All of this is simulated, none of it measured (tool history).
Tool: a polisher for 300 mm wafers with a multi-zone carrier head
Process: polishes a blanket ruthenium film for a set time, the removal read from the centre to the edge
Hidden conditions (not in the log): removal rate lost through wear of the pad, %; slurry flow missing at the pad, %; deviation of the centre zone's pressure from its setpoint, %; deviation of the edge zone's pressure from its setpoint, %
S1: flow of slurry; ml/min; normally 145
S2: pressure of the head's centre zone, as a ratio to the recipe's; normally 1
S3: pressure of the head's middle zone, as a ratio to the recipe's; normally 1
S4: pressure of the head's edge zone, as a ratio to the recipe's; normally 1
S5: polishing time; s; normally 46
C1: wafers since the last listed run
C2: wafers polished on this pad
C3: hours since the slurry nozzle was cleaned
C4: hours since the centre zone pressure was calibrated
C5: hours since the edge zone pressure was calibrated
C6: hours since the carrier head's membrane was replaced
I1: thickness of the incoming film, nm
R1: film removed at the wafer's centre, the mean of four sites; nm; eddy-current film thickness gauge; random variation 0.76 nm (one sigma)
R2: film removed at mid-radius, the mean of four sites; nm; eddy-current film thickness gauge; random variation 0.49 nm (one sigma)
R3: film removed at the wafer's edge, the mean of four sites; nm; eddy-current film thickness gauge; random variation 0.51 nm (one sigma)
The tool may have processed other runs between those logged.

run 1 hour=0 | S1=145 S2=1 S3=1 S4=1 S5=46 | C1=0 C2=196 C3=667.8 C4=1152.9 C5=64.9 C6=1465.1 | I1=249.4 | R1=69.5 R2=72.6 R3=72.9
run 2 hour=13.3 | S1=145 S2=1 S3=1 S4=1 S5=46 | C1=139 C2=335 C3=681.1 C4=1166.2 C5=78.2 C6=1478.4 | I1=249.4 | R1=68.1 R2=71.4 R3=72.3
run 3 hour=36.5 | S1=145 S2=1 S3=1 S4=1 S5=46 | C1=242 C2=577 C3=704.3 C4=1189.4 C5=101.4 C6=1501.6 | I1=251.2 | R1=68.3 R2=69.6 R3=71.4
run 4 hour=54.5 | S1=145 S2=1 S3=1 S4=1 S5=46 | C1=188 C2=766 C3=722.3 C4=1207.4 C5=119.4 C6=1519.6 | I1=245.4 | R1=64.4 R2=67.8 R3=68.6
-- hour=66.9 worn pad replaced by a new one
run 5 hour=78.1 | S1=145 S2=1 S3=1 S4=1 S5=46 | C1=205 C2=117 C3=745.9 C4=1231 C5=143 C6=1543.2 | I1=244.8 | R1=67.2 R2=70 R3=72.5
-- hour=103.7 slurry nozzle cleaned
run 6 hour=108 | S1=145 S2=1 S3=1 S4=1 S5=38 | C1=302 C2=419 C3=4.3 C4=1260.9 C5=172.9 C6=1573.1 | I1=251.2 | R1=61.8 R2=62.6 R3=63.1
-- hour=141.8 worn pad replaced by a new one
run 7 hour=150.5 | S1=145 S2=1 S3=1 S4=1 S5=38 | C1=402 C2=90 C3=46.8 C4=1303.4 C5=215.4 C6=1615.6 | I1=252.9 | R1=63.2 R2=64.8 R3=63.9
-- hour=155.8 centre zone pressure recalibrated
run 8 hour=163.6 | S1=185 S2=0.88 S3=0.91 S4=0.92 S5=46 | C1=116 C2=207 C3=59.9 C4=7.8 C5=228.5 C6=1628.7 | I1=251.1 | R1=73.4 R2=77.6 R3=77.1
run 9 hour=180.2 | S1=190 S2=1 S3=1 S4=1 S5=46 | C1=173 C2=380 C3=76.5 C4=24.4 C5=245.1 C6=1645.3 | I1=251.2 | R1=79.3 R2=81.1 R3=79.7
run 10 hour=202.3 | S1=130 S2=1 S3=1 S4=1 S5=39 | C1=231 C2=611 C3=98.6 C4=46.5 C5=267.2 C6=1667.4 | I1=255.4 | R1=61.2 R2=62.3 R3=61.9
-- hour=209.5 edge zone pressure recalibrated
-- hour=212.7 carrier head's membrane replaced by a new one
-- hour=226.5 worn pad replaced by a new one
run 11 hour=234.1 | S1=165 S2=1 S3=1 S4=1 S5=35 | C1=236 C2=79 C3=130.4 C4=78.3 C5=24.6 C6=21.4 | I1=246.7 | R1=59.1 R2=61.1 R3=60
run 12 hour=250.6 | S1=145 S2=0.9 S3=1.03 S4=1 S5=46 | C1=172 C2=251 C3=146.9 C4=94.8 C5=41.1 C6=37.9 | I1=249.5 | R1=69.1 R2=78.4 R3=77.7
run 13 hour=276 | S1=145 S2=1 S3=1 S4=1 S5=46 | C1=265 C2=517 C3=172.3 C4=120.2 C5=66.5 C6=63.3 | I1=254.1 | R1=73.5 R2=75.5 R3=75.6
-- hour=302.2 worn pad replaced by a new one
run 14 hour=305.2 | S1=145 S2=1 S3=1 S4=1 S5=46 | C1=263 C2=31 C3=201.5 C4=149.4 C5=95.7 C6=92.5 | I1=254.2 | R1=73.7 R2=75.8 R3=76

Below are 4 alternative next runs, each starting from the tool's condition after run 14. Predict each:
run A hour=305.6 | S1=145 S2=1 S3=1 S4=1 S5=46 | C1=4 C2=35 C3=201.9 C4=149.8 C5=96.1 C6=92.9 | I1=252.6 | R1=? R2=? R3=?
run B hour=305.6 | S1=105 S2=1 S3=1 S4=0.89 S5=46 | C1=4 C2=35 C3=201.9 C4=149.8 C5=96.1 C6=92.9 | I1=252.6 | R1=? R2=? R3=?
run C hour=305.6 | S1=145 S2=1 S3=0.96 S4=1.1 S5=46 | C1=4 C2=35 C3=201.9 C4=149.8 C5=96.1 C6=92.9 | I1=252.6 | R1=? R2=? R3=?
run D hour=305.6 | S1=170 S2=1.06 S3=1.08 S4=1 S5=32 | C1=4 C2=35 C3=201.9 C4=149.8 C5=96.1 C6=92.9 | I1=252.6 | R1=? R2=? R3=?

run=A R1=75.1 R2=75.4 R3=76
run=B R1=67.9 R2=69.1 R3=68.5
run=C R1=75.1 R2=74 R3=78.9
run=D R1=56.9 R2=56.3 R3=54.1
Without the tool's unlogged condition, the same runs would have read:
run=A R1=76.4 R2=76.7 R3=77.1
run=B R1=69.4 R2=70.5 R3=69.7
run=C R1=76.4 R2=75.3 R3=80.1
run=D R1=57.8 R2=57.2 R3=54.9

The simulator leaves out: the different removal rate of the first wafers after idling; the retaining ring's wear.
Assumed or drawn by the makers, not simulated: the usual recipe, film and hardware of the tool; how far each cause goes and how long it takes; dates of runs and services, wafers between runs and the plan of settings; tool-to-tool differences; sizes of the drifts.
